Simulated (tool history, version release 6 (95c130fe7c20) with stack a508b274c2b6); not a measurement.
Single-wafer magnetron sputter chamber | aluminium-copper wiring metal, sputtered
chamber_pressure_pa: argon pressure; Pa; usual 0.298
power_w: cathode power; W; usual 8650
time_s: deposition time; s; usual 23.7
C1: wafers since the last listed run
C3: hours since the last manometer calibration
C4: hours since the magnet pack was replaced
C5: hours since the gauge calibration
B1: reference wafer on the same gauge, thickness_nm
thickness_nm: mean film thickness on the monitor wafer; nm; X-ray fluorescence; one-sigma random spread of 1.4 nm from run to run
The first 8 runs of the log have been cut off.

{"hour": 450.8, "done": "sputter target and shields replaced"}
{"run": 9, "hour": 494.9, "chamber_pressure_pa": 0.298, "power_w": 8650, "time_s": 23.7, "C1": 2479, "wafers on the sputter target": 1301, "C3": 2249.1, "C4": 7017.5, "C5": 1030.8, "B1": 390.365, "thickness_nm": 399.918}
{"run": 10, "hour": 548.9, "chamber_pressure_pa": 0.324, "power_w": 8650, "time_s": 20.3, "C1": 1592, "wafers on the sputter target": 2893, "C3": 2303.1, "C4": 7071.5, "C5": 1084.8, "B1": 390.038, "thickness_nm": 336.856}
{"run": 11, "hour": 596.1, "chamber_pressure_pa": 0.324, "power_w": 8650, "time_s": 20.3, "C1": 1391, "wafers on the sputter target": 4285, "C3": 2350.3, "C4": 7118.7, "C5": 1132, "B1": 389.715, "thickness_nm": 335.581}
{"run": 12, "hour": 729.7, "chamber_pressure_pa": 0.324, "power_w": 8650, "time_s": 20.3, "C1": 3938, "wafers on the sputter target": 8223, "C3": 2483.9, "C4": 7252.3, "C5": 1265.6, "B1": 389.934, "thickness_nm": 336.507}
{"run": 13, "hour": 808.3, "chamber_pressure_pa": 0.27, "power_w": 8650, "time_s": 23.7, "C1": 2317, "wafers on the sputter target": 10541, "C3": 2562.5, "C4": 7330.9, "C5": 1344.2, "B1": 389.901, "thickness_nm": 407.134}
{"hour": 852.9, "done": "capacitance manometer re-zeroed and calibrated"}
{"run": 14, "hour": 896.4, "chamber_pressure_pa": 0.27, "power_w": 8650, "time_s": 23.7, "C1": 2361, "wafers on the sputter target": 12902, "C3": 43.5, "C4": 7419, "C5": 1432.3, "B1": 389.983, "thickness_nm": 412.443}
{"hour": 904.6, "done": "sputter target and shields replaced"}
{"hour": 973.9, "done": "gauge calibrated"}
{"run": 15, "hour": 994.2, "chamber_pressure_pa": 0.298, "power_w": 8650, "time_s": 23.7, "C1": 2647, "wafers on the sputter target": 2642, "C3": 141.3, "C4": 7516.8, "C5": 20.3, "B1": 389.694, "thickness_nm": 408.392}
{"run": 16, "hour": 1076.6, "chamber_pressure_pa": 0.298, "power_w": 8650, "time_s": 23.7, "C1": 2429, "wafers on the sputter target": 5071, "C3": 223.7, "C4": 7599.2, "C5": 102.7, "B1": 390.325, "thickness_nm": 408.144}
{"hour": 1088.6, "done": "magnet pack replaced"}
{"hour": 1163.0, "done": "capacitance manometer re-zeroed and calibrated, repeated, since the last time left the tool worse"}
{"run": 17, "hour": 1182.7, "chamber_pressure_pa": 0.338, "power_w": 9700, "time_s": 21.2, "C1": 2656, "wafers on the sputter target": 7728, "C3": 19.7, "C4": 94.1, "C5": 208.8, "B1": 390.283, "thickness_nm": 381.881}
{"run": 18, "hour": 1251.4, "chamber_pressure_pa": 0.349, "power_w": 10150, "time_s": 19.7, "C1": 2025, "wafers on the sputter target": 9753, "C3": 88.4, "C4": 162.8, "C5": 277.5, "B1": 389.903, "thickness_nm": 371.365}
{"hour": 1263.8, "done": "sputter target and shields replaced"}
{"run": 19, "hour": 1347.8, "chamber_pressure_pa": 0.298, "power_w": 6600, "time_s": 27.3, "C1": 2606, "wafers on the sputter target": 2475, "C3": 184.8, "C4": 259.2, "C5": 373.9, "B1": 390.186, "thickness_nm": 348.06}
{"run": 20, "hour": 1385.0, "chamber_pressure_pa": 0.355, "power_w": 9600, "time_s": 21.2, "C1": 1096, "wafers on the sputter target": 3572, "C3": 222, "C4": 296.4, "C5": 411.1, "B1": 389.796, "thickness_nm": 375.949}
{"run": 21, "hour": 1483.8, "chamber_pressure_pa": 0.417, "power_w": 10150, "time_s": 25.2, "C1": 2912, "wafers on the sputter target": 6485, "C3": 320.8, "C4": 395.2, "C5": 509.9, "B1": 389.767, "thickness_nm": 453.893}
{"run": 22, "hour": 1572.5, "chamber_pressure_pa": 0.298, "power_w": 8650, "time_s": 23.7, "C1": 2615, "wafers on the sputter target": 9100, "C3": 409.5, "C4": 483.9, "C5": 598.6, "B1": 389.449, "thickness_nm": 396.632}
{"run": 23, "hour": 1629.7, "chamber_pressure_pa": 0.324, "power_w": 8650, "time_s": 20.3, "C1": 1686, "wafers on the sputter target": 10786, "C3": 466.7, "C4": 541.1, "C5": 655.8, "B1": 389.958, "thickness_nm": 333.758}
{"run": 24, "hour": 1716.1, "chamber_pressure_pa": 0.377, "power_w": 7700, "time_s": 27.8, "C1": 2547, "wafers on the sputter target": 13334, "C3": 553.1, "C4": 627.5, "C5": 742.2, "B1": 389.998, "thickness_nm": 392.932}
{"hour": 1728.4, "done": "sputter target and shields replaced"}
{"run": 25, "hour": 1799.4, "chamber_pressure_pa": 0.298, "power_w": 9500, "time_s": 21.7, "C1": 2220, "wafers on the sputter target": 2093, "C3": 636.4, "C4": 710.8, "C5": 825.5, "B1": 389.283, "thickness_nm": 399.96}
{"run": 26, "hour": 1838.7, "chamber_pressure_pa": 0.298, "power_w": 7800, "time_s": 21, "C1": 1158, "wafers on the sputter target": 3252, "C3": 675.7, "C4": 750.1, "C5": 864.8, "B1": 390.179, "thickness_nm": 318.011}
{"run": 27, "hour": 1893.2, "chamber_pressure_pa": 0.383, "power_w": 7950, "time_s": 21, "C1": 1606, "wafers on the sputter target": 4858, "C3": 730.2, "C4": 804.6, "C5": 919.3, "B1": 389.427, "thickness_nm": 305.77}
{"run": 28, "hour": 1972.9, "chamber_pressure_pa": 0.298, "power_w": 6600, "time_s": 27.3, "C1": 2349, "wafers on the sputter target": 7208, "C3": 809.9, "C4": 884.3, "C5": 999, "B1": 390.01, "thickness_nm": 350.942}
{"run": 29, "hour": 2041.6, "chamber_pressure_pa": 0.298, "power_w": 8650, "time_s": 21.5, "C1": 2025, "wafers on the sputter target": 9234, "C3": 878.6, "C4": 953, "C5": 1067.7, "B1": 390.717, "thickness_nm": 362.674}
{"run": 30, "hour": 2099.5, "chamber_pressure_pa": 0.225, "power_w": 8650, "time_s": 27.3, "C1": 1707, "wafers on the sputter target": 10941, "C3": 936.5, "C4": 1010.9, "C5": 1125.6, "B1": 389.885, "thickness_nm": 486.075}

What if the next run were any one of these 4? Each begins from the tool's condition after run 30:
{"run": "A", "hour": 2099.9, "chamber_pressure_pa": 0.298, "power_w": 8650, "time_s": 21.3, "C1": 11, "wafers on the sputter target": 10952, "C3": 936.9, "C4": 1011.3, "C5": 1126, "B1": "?", "thickness_nm": "?"}
{"run": "B", "hour": 2099.9, "chamber_pressure_pa": 0.382, "power_w": 8650, "time_s": 25.1, "C1": 11, "wafers on the sputter target": 10952, "C3": 936.9, "C4": 1011.3, "C5": 1126, "B1": "?", "thickness_nm": "?"}
{"run": "C", "hour": 2099.9, "chamber_pressure_pa": 0.217, "power_w": 8650, "time_s": 25.2, "C1": 11, "wafers on the sputter target": 10952, "C3": 936.9, "C4": 1011.3, "C5": 1126, "B1": "?", "thickness_nm": "?"}
{"run": "D", "hour": 2099.9, "chamber_pressure_pa": 0.298, "power_w": 8650, "time_s": 19.5, "C1": 11, "wafers on the sputter target": 10952, "C3": 936.9, "C4": 1011.3, "C5": 1126, "B1": "?", "thickness_nm": "?"}

run=A B1=390.286 thickness_nm=359.762
run=B B1=390.286 thickness_nm=399.904
run=C B1=390.286 thickness_nm=450.829
run=D B1=390.286 thickness_nm=329.36
The same runs, with their run-to-run variation unchanged, on a tool lacking any hidden condition would have given:
run=A thickness_nm=352.987
run=B thickness_nm=389.506
run=C thickness_nm=445.632
run=D thickness_nm=323.157
